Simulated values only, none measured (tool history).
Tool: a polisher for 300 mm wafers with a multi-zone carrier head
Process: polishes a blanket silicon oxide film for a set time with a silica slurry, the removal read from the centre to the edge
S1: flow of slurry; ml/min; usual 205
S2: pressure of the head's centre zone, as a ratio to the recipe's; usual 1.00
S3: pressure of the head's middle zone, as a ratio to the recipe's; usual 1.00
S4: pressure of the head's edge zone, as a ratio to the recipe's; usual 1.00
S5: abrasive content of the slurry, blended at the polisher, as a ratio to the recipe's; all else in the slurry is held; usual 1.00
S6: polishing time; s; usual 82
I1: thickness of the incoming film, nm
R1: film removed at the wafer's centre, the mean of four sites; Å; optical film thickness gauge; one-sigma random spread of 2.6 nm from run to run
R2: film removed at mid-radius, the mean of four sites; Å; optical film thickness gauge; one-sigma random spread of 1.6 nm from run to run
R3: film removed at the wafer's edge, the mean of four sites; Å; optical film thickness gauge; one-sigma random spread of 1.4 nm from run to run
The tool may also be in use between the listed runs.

Run 1, day 0.000: usual settings but S4 0.95, S6 54 s; I1 1908.4. Result: R1 1146 Å, R2 1190 Å, R3 1141 Å.
Run 2, day 2.942: usual settings but S1 180 ml/min, S4 0.96; I1 1905.2. Result: R1 1730 Å, R2 1762 Å, R3 1720 Å.
Run 3, day 6.412: usual settings but S3 1.07; I1 1869.6. Result: R1 1708 Å, R2 1875 Å, R3 1727 Å.
Run 4, day 8.296: usual settings but S3 1.08, S4 0.93, S5 1.15, S6 96 s; I1 1871.0. Result: R1 2105 Å, R2 2335 Å, R3 2047 Å.
At day 9.238: worn pad replaced by a new one.
Run 5, day 11.588: usual settings but S1 145 ml/min, S3 0.93; I1 1924.6. Result: R1 1651 Å, R2 1581 Å, R3 1698 Å.
Run 6, day 14.254: usual settings but S1 145 ml/min; I1 1911.5. Result: R1 1607 Å, R2 1714 Å, R3 1712 Å.
Run 7, day 17.942: usual settings; I1 1916.5. Result: R1 1682 Å, R2 1745 Å, R3 1723 Å.
At day 19.525: centre zone pressure recalibrated.
At day 20.417: edge zone pressure recalibrated.
Run 8, day 20.979: usual settings but S2 0.91; I1 1896.3. Result: R1 1504 Å, R2 1725 Å, R3 1706 Å.
Run 9, day 23.638: usual settings; I1 1930.8. Result: R1 1667 Å, R2 1742 Å, R3 1728 Å.
At day 28.588: slurry nozzle cleaned.
Run 10, day 33.088: usual settings but S2 0.90; I1 1917.8. Result: R1 1600 Å, R2 1807 Å, R3 1770 Å.
Run 11, day 37.142: usual settings; I1 1917.9. Result: R1 1794 Å, R2 1762 Å, R3 1739 Å.
Run 12, day 39.308: usual settings; I1 1911.5. Result: R1 1781 Å, R2 1799 Å, R3 1774 Å.
At day 42.083: worn pad replaced by a new one.
Run 13, day 42.196: usual settings but S3 1.08, S4 0.93; I1 1905.0. Result: R1 1721 Å, R2 1912 Å, R3 1665 Å.
Run 14, day 45.412: usual settings; I1 1900.0. Result: R1 1769 Å, R2 1779 Å, R3 1725 Å.
At day 49.746: centre zone pressure recalibrated.
Run 15, day 50.254: usual settings but S4 0.90, S5 1.15, S6 61 s; I1 1873.2. Result: R1 1312 Å, R2 1361 Å, R3 1287 Å.
Run 16, day 52.467: usual settings; I1 1924.5. Result: R1 1669 Å, R2 1762 Å, R3 1765 Å.
Run 17, day 61.354: usual settings but S4 0.94; I1 1893.2. Result: R1 1680 Å, R2 1720 Å, R3 1663 Å.
At day 63.412: edge zone pressure recalibrated.
At day 64.667: slurry nozzle cleaned.
Run 18, day 64.688: usual settings but S4 1.10, S5 1.10; I1 1870.4. Result: R1 1752 Å, R2 1847 Å, R3 1870 Å.
At day 73.467: carrier head's membrane replaced by a new one.
Run 19, day 74.067: usual settings but S2 1.11; I1 1925.3. Result: R1 1929 Å, R2 1753 Å, R3 1735 Å.
Run 20, day 76.692: usual settings but S1 275 ml/min, S4 1.04, S5 0.70; I1 1912.9. Result: R1 1617 Å, R2 1659 Å, R3 1676 Å.
At day 77.762: worn pad replaced by a new one.
Run 21, day 80.442: usual settings; I1 1917.9. Result: R1 1706 Å, R2 1773 Å, R3 1769 Å.

Forecast each of these 4 alternatives for the next run:
Run A, day 80.462: usual settings but S5 0.75; I1 1938.1. Result: R1 ?, R2 ?, R3 ?.
Run B, day 80.462: usual settings but S3 0.90; I1 1938.1. Result: R1 ?, R2 ?, R3 ?.
Run C, day 80.462: usual settings but S4 0.90, S5 0.90; I1 1938.1. Result: R1 ?, R2 ?, R3 ?.
Run D, day 80.462: usual settings but S2 0.97, S5 1.25; I1 1938.1. Result: R1 ?, R2 ?, R3 ?.

run    R1    R2    R3
  A  1553  1641  1628
  B  1676  1626  1760
  C  1630  1723  1626
  D  1729  1884  1868
Stripped of hidden state, with their random variation kept, the same runs would have yielded:
run    R1    R2    R3
  A  1581  1667  1647
  B  1706  1651  1780
  C  1659  1750  1645
  D  1759  1914  1890

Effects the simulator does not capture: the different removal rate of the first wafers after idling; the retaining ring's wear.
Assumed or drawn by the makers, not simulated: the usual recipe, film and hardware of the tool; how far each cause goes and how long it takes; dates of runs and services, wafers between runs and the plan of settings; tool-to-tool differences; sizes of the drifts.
